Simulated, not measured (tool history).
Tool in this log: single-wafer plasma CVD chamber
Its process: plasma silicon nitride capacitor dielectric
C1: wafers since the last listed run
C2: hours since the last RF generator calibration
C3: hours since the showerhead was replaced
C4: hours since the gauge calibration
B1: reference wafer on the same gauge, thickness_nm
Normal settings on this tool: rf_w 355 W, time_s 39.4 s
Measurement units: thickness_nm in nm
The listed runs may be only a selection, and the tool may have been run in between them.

Run 1, hour 0: usual settings but rf_w 335 W, time_s 34.8 s; C1 0; C2 329.2; C3 1640.2; C4 904; B1 49.935. Result: thickness_nm 41.797 nm.
Run 2, hour 66.1: usual settings but rf_w 335 W, time_s 34.8 s; C1 1136; C2 395.3; C3 1706.3; C4 970.1; B1 49.774. Result: thickness_nm 42.284 nm.
Run 3, hour 105.8: usual settings but rf_w 315 W; C1 682; C2 435; C3 1746; C4 1009.8; B1 49.902. Result: thickness_nm 46.397 nm.
Run 4, hour 175.8: usual settings but rf_w 315 W; C1 1203; C2 505; C3 1816; C4 1079.8; B1 49.863. Result: thickness_nm 45.859 nm.
Run 5, hour 274.1: usual settings but time_s 37.1 s; C1 1690; C2 603.3; C3 1914.3; C4 1178.1; B1 49.779. Result: thickness_nm 46.359 nm.
Run 6, hour 355.1: usual settings but time_s 37.1 s; C1 1393; C2 684.3; C3 1995.3; C4 1259.1; B1 49.885. Result: thickness_nm 45.759 nm.
Run 7, hour 404.4: usual settings; C1 847; C2 733.6; C3 2044.6; C4 1308.4; B1 49.859. Result: thickness_nm 48.589 nm.
At hour 490.3: gauge calibrated.
Run 8, hour 500.6: usual settings; C1 1654; C2 829.8; C3 2140.8; C4 10.3; B1 49.938. Result: thickness_nm 48.661 nm.
Run 9, hour 578.5: usual settings but rf_w 330 W, time_s 42.5 s; C1 1339; C2 907.7; C3 2218.7; C4 88.2; B1 49.909. Result: thickness_nm 50.611 nm.
At hour 673.1: RF generator calibrated.
Run 10, hour 674: usual settings but rf_w 320 W, time_s 44.8 s; C1 1504; C2 0.9; C3 2314.2; C4 183.7; B1 49.93. Result: thickness_nm 51.956 nm.
Run 11, hour 766.3: usual settings; C1 1587; C2 93.2; C3 2406.5; C4 276; B1 49.795. Result: thickness_nm 47.636 nm.
Run 12, hour 835.9: usual settings but rf_w 415 W, time_s 33.1 s; C1 1197; C2 162.8; C3 2476.1; C4 345.6; B1 49.813. Result: thickness_nm 42.495 nm.
At hour 874.2: RF generator calibrated, repeated, since the last time left the tool worse.
Run 13, hour 942.4: usual settings but rf_w 405 W, time_s 34.6 s; C1 1694; C2 68.2; C3 2582.6; C4 452.1; B1 49.826. Result: thickness_nm 46.31 nm.
Run 14, hour 983: usual settings; C1 698; C2 108.8; C3 2623.2; C4 492.7; B1 49.966. Result: thickness_nm 50.029 nm.
At hour 1024.5: showerhead replaced.
Run 15, hour 1083.7: usual settings; C1 1594; C2 209.5; C3 59.2; C4 593.4; B1 49.891. Result: thickness_nm 49.237 nm.
Run 16, hour 1134.7: usual settings but rf_w 310 W, time_s 35 s; C1 877; C2 260.5; C3 110.2; C4 644.4; B1 50.017. Result: thickness_nm 40.982 nm.
Run 17, hour 1183.1: usual settings but rf_w 385 W, time_s 32.9 s; C1 832; C2 308.9; C3 158.6; C4 692.8; B1 49.932. Result: thickness_nm 42.861 nm.
Run 18, hour 1266.1: usual settings; C1 1427; C2 391.9; C3 241.6; C4 775.8; B1 49.896. Result: thickness_nm 49.404 nm.
Run 19, hour 1337.8: usual settings but rf_w 425 W, time_s 42.3 s; C1 1233; C2 463.6; C3 313.3; C4 847.5; B1 49.909. Result: thickness_nm 56.693 nm.
Run 20, hour 1386.5: usual settings but rf_w 410 W; C1 837; C2 512.3; C3 362; C4 896.2; B1 49.933. Result: thickness_nm 52.458 nm.
Run 21, hour 1478.3: usual settings but rf_w 325 W, time_s 46.7 s; C1 1578; C2 604.1; C3 453.8; C4 988; B1 49.988. Result: thickness_nm 55.334 nm.

Forecast each of these 5 alternatives for the next run:
Run A, hour 1478.7: usual settings; C1 6; C2 604.5; C3 454.2; C4 988.4; B1 ?. Result: thickness_nm ?.
Run B, hour 1478.7: usual settings but rf_w 290 W, time_s 35.3 s; C1 6; C2 604.5; C3 454.2; C4 988.4; B1 ?. Result: thickness_nm ?.
Run C, hour 1478.7: usual settings but rf_w 300 W, time_s 47.1 s; C1 6; C2 604.5; C3 454.2; C4 988.4; B1 ?. Result: thickness_nm ?.
Run D, hour 1478.7: usual settings but time_s 35.8 s; C1 6; C2 604.5; C3 454.2; C4 988.4; B1 ?. Result: thickness_nm ?.
Run E, hour 1478.7: usual settings but rf_w 395 W, time_s 33.7 s; C1 6; C2 604.5; C3 454.2; C4 988.4; B1 ?. Result: thickness_nm ?.

run      B1  thickness_nm
  A  49.939        49.047
  B  49.939         39.96
  C  49.939        54.217
  D  49.939        44.565
  E  49.939        43.941
With the hidden condition removed and each run's random variation left untouched, the same runs would have given:
run  thickness_nm
  A        50.004
  B         40.74
  C        55.275
  D        45.435
  E        44.799
